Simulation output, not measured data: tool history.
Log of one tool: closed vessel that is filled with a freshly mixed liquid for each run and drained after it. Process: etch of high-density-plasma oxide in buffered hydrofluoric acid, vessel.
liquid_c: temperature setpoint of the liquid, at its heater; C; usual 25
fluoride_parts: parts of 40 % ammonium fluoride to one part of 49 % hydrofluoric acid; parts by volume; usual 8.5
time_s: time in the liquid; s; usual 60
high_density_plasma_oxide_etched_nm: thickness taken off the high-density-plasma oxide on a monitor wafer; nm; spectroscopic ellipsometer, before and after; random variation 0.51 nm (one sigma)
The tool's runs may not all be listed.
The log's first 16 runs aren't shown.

run    hour  liquid_c  fluoride_parts  time_s  wafers since the last listed run  hours since the thermometer was replaced  hours since the hydrofluoric acid flow meter was replaced  hours since the gauge calibration  read-back film thickness of the high-density-plasma oxide reference wafer, read on the same gauge (nm)  high_density_plasma_oxide_etched_nm
 17   828.4      29.5            11.5      40                              5703                                     328.3                                                     1410.6                              653.1                                                                                                   40.01                                60.41
 18   886.1        25             8.5      60                              5133                                       386                                                     1468.3                              710.8                                                                                                      40                                93.06
 19   942.7        25               7      85                              5035                                     442.6                                                     1524.9                              767.4                                                                                                      40                                163.4
 20  1007.2        25             8.5      45                              5738                                     507.1                                                     1589.4                              831.9                                                                                                   39.99                                70.08
 21  1034.1        25             8.5      60                              2393                                       534                                                     1616.3                              858.8                                                                                                   39.99                                94.06
     1064.1  -- hydrofluoric acid flow meter replaced
 22    1101        25             8.5      50                              5863                                     600.9                                                       36.9                              925.7                                                                                                   40.01                                78.18
 23  1131.5        25             5.5      60                              2713                                     631.4                                                       67.4                              956.2                                                                                                   40.01                               142.87
 24  1186.9        25             8.5      60                              4929                                     686.8                                                      122.8                             1011.6                                                                                                      40                                92.81
 25  1214.7        25             8.5      85                              2473                                     714.6                                                      150.6                             1039.4                                                                                                   39.99                               133.02
 26  1283.1        28               7      40                              6085                                       783                                                        219                             1107.8                                                                                                   39.99                                90.66
 27  1349.4        25             8.5      60                              5898                                     849.3                                                      285.3                             1174.1                                                                                                   40.03                                93.97
 28  1421.1        21             5.5      60                              6379                                       921                                                        357                             1245.8                                                                                                   40.01                               115.76
     1464.1  -- gauge calibrated
 29  1486.2        25              12      60                              5792                                     986.1                                                      422.1                               22.1                                                                                                   40.01                                70.57
 30  1529.5        22             5.5      70                              3852                                    1029.4                                                      465.4                               65.4                                                                                                   40.01                               142.73

Forecast each of these 5 alternatives for the next run:
  A  1530.2        25             8.5      60                                62                                    1030.1                                                      466.1                               66.1                                                                                                       ?                                    ?
  B  1530.2      20.5             8.5      80                                62                                    1030.1                                                      466.1                               66.1                                                                                                       ?                                    ?
  C  1530.2        25            10.5      60                                62                                    1030.1                                                      466.1                               66.1                                                                                                       ?                                    ?
  D  1530.2        23             8.5      60                                62                                    1030.1                                                      466.1                               66.1                                                                                                       ?                                    ?
  E  1530.2        21               7      70                                62                                    1030.1                                                      466.1                               66.1                                                                                                       ?                                    ?

run  read-back film thickness of the high-density-plasma oxide reference wafer, read on the same gauge (nm)  high_density_plasma_oxide_etched_nm
  A                                                                                                      40                                96.35
  B                                                                                                      40                               100.45
  C                                                                                                      40                                80.83
  D                                                                                                      40                                86.45
  E                                                                                                      40                               111.48
Without the tool's hidden state the same runs would have given:
run  high_density_plasma_oxide_etched_nm
  A                                92.48
  B                                 96.3
  C                                77.57
  D                                82.93
  E                               106.89
